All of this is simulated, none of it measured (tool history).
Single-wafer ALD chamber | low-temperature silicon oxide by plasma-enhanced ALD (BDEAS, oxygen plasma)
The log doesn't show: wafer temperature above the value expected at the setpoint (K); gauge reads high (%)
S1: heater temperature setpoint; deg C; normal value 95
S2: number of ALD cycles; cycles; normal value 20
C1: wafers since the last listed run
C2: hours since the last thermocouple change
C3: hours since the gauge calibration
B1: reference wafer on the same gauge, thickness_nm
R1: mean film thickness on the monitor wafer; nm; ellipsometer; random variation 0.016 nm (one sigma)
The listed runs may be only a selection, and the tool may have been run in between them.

| run | day | S1 | S2 | C1 | C2 | C3 | B1 | R1 |
|---|---|---|---|---|---|---|---|---|
| 1 | 0 | 95 | 17 | 0 | 2743.8 | 66.6 | 3.226 | 2.656 |
| 2 | 0.279 | 95 | 17 | 92 | 2750.5 | 73.3 | 3.238 | 2.688 |
| 3 | 0.962 | 95 | 17 | 227 | 2766.9 | 89.7 | 3.234 | 2.662 |
| 4 | 1.571 | 95 | 20 | 202 | 2781.5 | 104.3 | 3.233 | 3.121 |
| 5 | 2.008 | 95 | 20 | 145 | 2792 | 114.8 | 3.234 | 3.126 |
| 6 | 2.754 | 95 | 20 | 248 | 2809.9 | 132.7 | 3.231 | 3.148 |
| 7 | 3.367 | 95 | 20 | 203 | 2824.6 | 147.4 | 3.233 | 3.119 |
| 8 | 3.908 | 86 | 16 | 180 | 2837.6 | 160.4 | 3.235 | 2.574 |
| 9 | 4.288 | 81 | 16 | 126 | 2846.7 | 169.5 | 3.232 | 2.608 |
|  | 4.554 | gauge calibrated |
|  | 4.95 | thermocouple changed; heater temperature recalibrated |
| 10 | 4.971 | 86 | 18 | 116 | 0.5 | 10 | 3.228 | 2.91 |
| 11 | 5.354 | 86 | 18 | 127 | 9.7 | 19.2 | 3.226 | 2.895 |
| 12 | 5.85 | 84 | 22 | 164 | 21.6 | 31.1 | 3.224 | 3.597 |
| 13 | 6.417 | 87 | 17 | 188 | 35.2 | 44.7 | 3.231 | 2.716 |
| 14 | 6.925 | 100 | 24 | 169 | 47.4 | 56.9 | 3.232 | 3.693 |

What if the next run were any one of these 5? Each begins from the tool's condition after run 14:
| A | 6.942 | 81 | 20 | 5 | 47.8 | 57.3 | ? | ? |
| B | 6.942 | 81 | 19 | 5 | 47.8 | 57.3 | ? | ? |
| C | 6.942 | 109 | 23 | 5 | 47.8 | 57.3 | ? | ? |
| D | 6.942 | 87 | 16 | 5 | 47.8 | 57.3 | ? | ? |
| E | 6.942 | 102 | 16 | 5 | 47.8 | 57.3 | ? | ? |

| run | B1 | R1 |
|---|---|---|
| A | 3.228 | 3.257 |
| B | 3.228 | 3.094 |
| C | 3.228 | 3.479 |
| D | 3.228 | 2.559 |
| E | 3.228 | 2.447 |
With the hidden condition removed and each run's random variation left untouched, the same runs would have given:
| run | R1 |
|---|---|
| A | 3.257 |
| B | 3.094 |
| C | 3.479 |
| D | 2.559 |
| E | 2.447 |
